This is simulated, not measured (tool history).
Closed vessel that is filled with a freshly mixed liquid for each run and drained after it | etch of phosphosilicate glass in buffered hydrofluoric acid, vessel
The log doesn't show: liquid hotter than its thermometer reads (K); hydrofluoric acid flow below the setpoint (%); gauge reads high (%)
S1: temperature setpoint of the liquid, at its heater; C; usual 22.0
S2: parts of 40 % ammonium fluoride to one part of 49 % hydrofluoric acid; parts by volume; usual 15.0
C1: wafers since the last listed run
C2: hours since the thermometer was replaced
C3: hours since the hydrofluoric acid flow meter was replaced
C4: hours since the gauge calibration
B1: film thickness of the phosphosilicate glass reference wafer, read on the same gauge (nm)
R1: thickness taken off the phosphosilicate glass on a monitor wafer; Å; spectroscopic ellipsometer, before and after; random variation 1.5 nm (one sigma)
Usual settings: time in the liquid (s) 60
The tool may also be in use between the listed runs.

Run 1, hour 0.0: usual settings but S2 20.0 parts by volume; C1 0; C2 698.1; C3 967.6; C4 237.6; B1 130.05. Result: R1 1160.6 Å.
Run 2, hour 32.1: usual settings but S2 20.0 parts by volume; C1 3101; C2 730.2; C3 999.7; C4 269.7; B1 130.00. Result: R1 1172.3 Å.
Run 3, hour 55.5: usual settings; C1 2260; C2 753.6; C3 1023.1; C4 293.1; B1 129.95. Result: R1 1542.2 Å.
Run 4, hour 68.5: usual settings; C1 1256; C2 766.6; C3 1036.1; C4 306.1; B1 130.01. Result: R1 1547.1 Å.
Run 5, hour 89.3: usual settings; C1 2009; C2 787.4; C3 1056.9; C4 326.9; B1 130.07. Result: R1 1570.0 Å.
Run 6, hour 108.3: usual settings but time in the liquid (s) 50; C1 1835; C2 806.4; C3 1075.9; C4 345.9; B1 130.03. Result: R1 1314.8 Å.
Run 7, hour 131.1: usual settings but time in the liquid (s) 50; C1 2202; C2 829.2; C3 1098.7; C4 368.7; B1 130.00. Result: R1 1294.2 Å.
Run 8, hour 145.8: usual settings; C1 1420; C2 843.9; C3 1113.4; C4 383.4; B1 130.01. Result: R1 1544.6 Å.
Run 9, hour 162.8: usual settings; C1 1642; C2 860.9; C3 1130.4; C4 400.4; B1 129.99. Result: R1 1590.7 Å.
Run 10, hour 206.6: usual settings; C1 4232; C2 904.7; C3 1174.2; C4 444.2; B1 129.96. Result: R1 1586.9 Å.
At hour 235.6: gauge calibrated.
At hour 235.9: hydrofluoric acid flow meter replaced.
Run 11, hour 241.3: usual settings but S1 25.5 C; C1 3256; C2 939.4; C3 5.4; C4 5.7; B1 129.98. Result: R1 1909.9 Å.
Run 12, hour 260.5: usual settings but S1 19.5 C; C1 1855; C2 958.6; C3 24.6; C4 24.9; B1 130.01. Result: R1 1348.6 Å.
At hour 269.2: thermometer replaced.
Run 13, hour 284.0: usual settings but S1 19.5 C; C1 2174; C2 14.8; C3 48.1; C4 48.4; B1 129.99. Result: R1 1372.7 Å.
Run 14, hour 301.5: usual settings but S2 17.0 parts by volume; C1 1690; C2 32.3; C3 65.6; C4 65.9; B1 129.97. Result: R1 1410.3 Å.
Run 15, hour 318.9: usual settings; C1 1681; C2 49.7; C3 83.0; C4 83.3; B1 129.93. Result: R1 1526.0 Å.
Run 16, hour 354.4: usual settings but S2 21.0 parts by volume, time in the liquid (s) 35; C1 3430; C2 85.2; C3 118.5; C4 118.8; B1 129.96. Result: R1 662.1 Å.
Run 17, hour 368.6: usual settings but S1 24.5 C, time in the liquid (s) 40; C1 1372; C2 99.4; C3 132.7; C4 133.0; B1 129.95. Result: R1 1218.0 Å.
Run 18, hour 391.6: usual settings; C1 2222; C2 122.4; C3 155.7; C4 156.0; B1 129.95. Result: R1 1547.0 Å.
Run 19, hour 405.2: usual settings but S1 25.0 C, time in the liquid (s) 30; C1 1314; C2 136.0; C3 169.3; C4 169.6; B1 130.00. Result: R1 921.3 Å.
Run 20, hour 434.2: usual settings but S2 11.0 parts by volume; C1 2802; C2 165.0; C3 198.3; C4 198.6; B1 130.02. Result: R1 2158.7 Å.
Run 21, hour 447.3: usual settings but S1 26.5 C, time in the liquid (s) 90; C1 1265; C2 178.1; C3 211.4; C4 211.7; B1 129.96. Result: R1 3009.3 Å.
Run 22, hour 471.8: usual settings but S2 17.5 parts by volume, time in the liquid (s) 90; C1 2367; C2 202.6; C3 235.9; C4 236.2; B1 130.00. Result: R1 2037.6 Å.
Run 23, hour 485.3: usual settings but time in the liquid (s) 45; C1 1304; C2 216.1; C3 249.4; C4 249.7; B1 129.98. Result: R1 1157.4 Å.
Run 24, hour 501.4: usual settings but S1 18.5 C, S2 11.0 parts by volume, time in the liquid (s) 40; C1 1555; C2 232.2; C3 265.5; C4 265.8; B1 129.95. Result: R1 1153.1 Å.
Run 25, hour 575.7: usual settings but S1 24.0 C, S2 18.0 parts by volume, time in the liquid (s) 90; C1 7179; C2 306.5; C3 339.8; C4 340.1; B1 129.97. Result: R1 2216.4 Å.
Run 26, hour 600.2: usual settings but S1 17.5 C, S2 11.5 parts by volume, time in the liquid (s) 95; C1 2367; C2 331.0; C3 364.3; C4 364.6; B1 129.98. Result: R1 2512.7 Å.
Run 27, hour 617.3: usual settings but S1 18.5 C, S2 17.5 parts by volume, time in the liquid (s) 85; C1 1652; C2 348.1; C3 381.4; C4 381.7; B1 129.97. Result: R1 1530.0 Å.

Forecast each of these 5 alternatives for the next run:
Run A, hour 618.0: usual settings but S2 16.5 parts by volume; C1 67; C2 348.8; C3 382.1; C4 382.4; B1 ?. Result: R1 ?.
Run B, hour 618.0: usual settings but S1 20.5 C, time in the liquid (s) 75; C1 67; C2 348.8; C3 382.1; C4 382.4; B1 ?. Result: R1 ?.
Run C, hour 618.0: usual settings but S2 13.5 parts by volume, time in the liquid (s) 85; C1 67; C2 348.8; C3 382.1; C4 382.4; B1 ?. Result: R1 ?.
Run D, hour 618.0: usual settings but S1 24.5 C, S2 18.5 parts by volume, time in the liquid (s) 50; C1 67; C2 348.8; C3 382.1; C4 382.4; B1 ?. Result: R1 ?.
Run E, hour 618.0: usual settings but S1 19.5 C, S2 13.0 parts by volume, time in the liquid (s) 90; C1 67; C2 348.8; C3 382.1; C4 382.4; B1 ?. Result: R1 ?.

run      B1      R1
  A  129.94  1421.0
  B  129.94  1794.8
  C  129.94  2452.1
  D  129.94  1213.7
  E  129.94  2343.7
Without the tool's hidden state the same runs would have given:
run      R1
  A  1421.0
  B  1794.8
  C  2452.1
  D  1213.7
  E  2343.7
